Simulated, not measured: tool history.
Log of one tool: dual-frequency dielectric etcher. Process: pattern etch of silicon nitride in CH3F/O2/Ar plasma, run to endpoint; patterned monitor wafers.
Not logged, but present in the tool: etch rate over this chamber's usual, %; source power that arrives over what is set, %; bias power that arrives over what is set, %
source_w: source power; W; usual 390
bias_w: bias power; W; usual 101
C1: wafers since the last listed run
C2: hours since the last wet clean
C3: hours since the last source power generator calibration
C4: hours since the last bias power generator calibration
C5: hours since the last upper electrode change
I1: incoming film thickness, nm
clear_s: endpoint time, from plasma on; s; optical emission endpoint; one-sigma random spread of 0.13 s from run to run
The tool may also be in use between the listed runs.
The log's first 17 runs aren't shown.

Run 18, hour 1091.6: usual settings; C1 813; C2 45.7; C3 401.3; C4 2490.9; C5 4238.8; I1 29.6. Result: clear_s 43.2 s.
Run 19, hour 1151.8: usual settings; C1 1082; C2 105.9; C3 461.5; C4 2551.1; C5 4299; I1 29.16. Result: clear_s 42.3 s.
Run 20, hour 1197.6: usual settings but source_w 440 W, bias_w 92 W; C1 823; C2 151.7; C3 507.3; C4 2596.9; C5 4344.8; I1 29.15. Result: clear_s 42.1 s.
Run 21, hour 1247.7: usual settings but source_w 480 W, bias_w 113 W; C1 901; C2 201.8; C3 557.4; C4 2647; C5 4394.9; I1 29.6. Result: clear_s 38.5 s.
Run 22, hour 1275.6: usual settings but source_w 320 W, bias_w 109 W; C1 501; C2 229.7; C3 585.3; C4 2674.9; C5 4422.8; I1 29.38. Result: clear_s 44.6 s.
Run 23, hour 1324.6: usual settings but source_w 300 W, bias_w 111 W; C1 881; C2 278.7; C3 634.3; C4 2723.9; C5 4471.8; I1 29.09. Result: clear_s 44.9 s.
At hour 1349.6: bias power generator calibrated.
Run 24, hour 1368.5: usual settings but source_w 290 W, bias_w 84 W; C1 717; C2 322.6; C3 678.2; C4 18.9; C5 4515.7; I1 29.35. Result: clear_s 51.5 s.
At hour 1423.1: wet clean of the chamber.
Run 25, hour 1423.6: usual settings but source_w 460 W; C1 559; C2 0.5; C3 733.3; C4 74; C5 4570.8; I1 29.54. Result: clear_s 41.3 s.
At hour 1462.1: upper electrode replaced.
Run 26, hour 1484.7: usual settings but bias_w 112 W; C1 667; C2 61.6; C3 794.4; C4 135.1; C5 22.6; I1 29.52. Result: clear_s 42 s.
Run 27, hour 1528.3: usual settings but source_w 460 W, bias_w 89 W; C1 784; C2 105.2; C3 838; C4 178.7; C5 66.2; I1 29.01. Result: clear_s 41.9 s.
Run 28, hour 1583: usual settings; C1 984; C2 159.9; C3 892.7; C4 233.4; C5 120.9; I1 29.47. Result: clear_s 43.4 s.
Run 29, hour 1640.1: usual settings but source_w 360 W, bias_w 78 W; C1 1027; C2 217; C3 949.8; C4 290.5; C5 178; I1 29.26. Result: clear_s 48.9 s.
Run 30, hour 1689.8: usual settings but bias_w 77 W; C1 894; C2 266.7; C3 999.5; C4 340.2; C5 227.7; I1 29.61. Result: clear_s 47.7 s.
Run 31, hour 1727.1: usual settings but source_w 470 W, bias_w 81 W; C1 671; C2 304; C3 1036.8; C4 377.5; C5 265; I1 29.46. Result: clear_s 43.7 s.
Run 32, hour 1752.8: usual settings but source_w 480 W, bias_w 113 W; C1 462; C2 329.7; C3 1062.5; C4 403.2; C5 290.7; I1 29.43. Result: clear_s 38.8 s.
Run 33, hour 1802.6: usual settings but source_w 430 W, bias_w 82 W; C1 895; C2 379.5; C3 1112.3; C4 453; C5 340.5; I1 29.26. Result: clear_s 44.5 s.
At hour 1828.9: wet clean of the chamber.
Run 34, hour 1836.4: usual settings; C1 176; C2 7.5; C3 1146.1; C4 486.8; C5 374.3; I1 29.58. Result: clear_s 43.6 s.

5 options for the next run, each taken on its own from the tool as it stands now. Forecast them:
Run A, hour 1836.8: usual settings; C1 7; C2 7.9; C3 1146.5; C4 487.2; C5 374.7; I1 29.41. Result: clear_s ?.
Run B, hour 1836.8: usual settings but source_w 440 W; C1 7; C2 7.9; C3 1146.5; C4 487.2; C5 374.7; I1 29.41. Result: clear_s ?.
Run C, hour 1836.8: usual settings but source_w 330 W, bias_w 83 W; C1 7; C2 7.9; C3 1146.5; C4 487.2; C5 374.7; I1 29.41. Result: clear_s ?.
Run D, hour 1836.8: usual settings but source_w 300 W, bias_w 88 W; C1 7; C2 7.9; C3 1146.5; C4 487.2; C5 374.7; I1 29.41. Result: clear_s ?.
Run E, hour 1836.8: usual settings but source_w 450 W; C1 7; C2 7.9; C3 1146.5; C4 487.2; C5 374.7; I1 29.41. Result: clear_s ?.

run  clear_s
  A     43.3
  B     41.5
  C     49.2
  D     49.9
  E     41.1
With the hidden condition removed and each run's random variation left untouched, the same runs would have given:
run  clear_s
  A     43.7
  B     41.8
  C     49.6
  D     50.3
  E     41.5
